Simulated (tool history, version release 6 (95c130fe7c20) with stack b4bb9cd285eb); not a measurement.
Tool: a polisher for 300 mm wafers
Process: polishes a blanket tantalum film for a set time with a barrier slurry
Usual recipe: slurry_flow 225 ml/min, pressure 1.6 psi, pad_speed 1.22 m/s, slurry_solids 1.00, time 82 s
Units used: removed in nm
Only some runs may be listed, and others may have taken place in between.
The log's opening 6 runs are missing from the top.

run,hour,slurry_flow,pressure,pad_speed,slurry_solids,time,"incoming thickness of the incoming film, nm",removed
7,72.9,225,1.6,1.22,1.00,82,397.3,148.9
8,84.2,225,1.6,1.22,1.00,82,402.1,148.4
# hour 92.9: worn pad replaced by a new one
9,100.3,225,1.6,0.92,1.00,82,403.2,117.6
10,111.8,285,1.6,1.22,1.00,110,396.6,214.0
11,119.9,275,1.6,1.22,0.80,82,397.0,149.7
# hour 129.0: slurry nozzle cleaned
12,129.5,225,1.6,1.22,1.00,82,397.0,155.4
13,169.4,225,1.3,1.22,1.00,55,401.0,84.0
14,179.5,150,1.6,1.22,1.00,82,391.6,138.2
15,187.2,225,2.2,1.22,1.25,70,405.6,183.0
# hour 195.1: worn pad replaced by a new one
16,195.6,225,2.1,1.22,0.75,82,392.5,185.2
# hour 206.5: head pressure recalibrated
17,207.8,225,1.4,1.22,1.00,82,405.4,138.0
18,225.1,225,1.4,1.22,1.30,104,395.9,184.8
19,238.2,225,1.6,1.22,1.00,82,403.0,152.2
20,251.1,225,1.6,1.22,1.00,82,393.5,153.4
21,259.3,225,1.6,1.22,0.85,106,404.9,188.5
22,276.2,225,1.6,1.40,1.00,58,396.3,121.0
23,289.0,225,1.6,1.22,1.00,82,396.1,142.3
# hour 302.0: worn pad replaced by a new one
24,306.2,160,1.9,1.04,0.85,82,406.5,143.0
# hour 309.1: slurry blender recalibrated
25,316.7,225,1.6,1.22,1.00,82,401.7,156.8
26,330.5,285,1.6,1.36,1.15,72,397.3,158.8
27,342.8,170,1.6,0.96,1.00,82,402.0,119.5
28,350.1,225,1.9,1.22,1.00,82,399.5,185.1
29,363.2,225,1.6,1.22,1.00,82,397.4,153.6
30,370.3,275,1.8,1.22,1.20,82,400.8,182.5
31,377.4,225,1.6,1.22,1.00,82,395.0,150.5

What if the next run were any one of these 3? Each begins from the tool's condition after run 31:
A,377.9,225,1.6,1.22,1.00,82,401.9,?
B,377.9,145,1.3,1.22,0.80,109,401.9,?
C,377.9,165,1.6,0.96,1.00,71,401.9,?

run,removed
A,149.7
B,141.5
C,97.9
Had the tool no hidden state, the same runs would have come out as:
run,removed
A,157.8
B,149.1
C,103.1
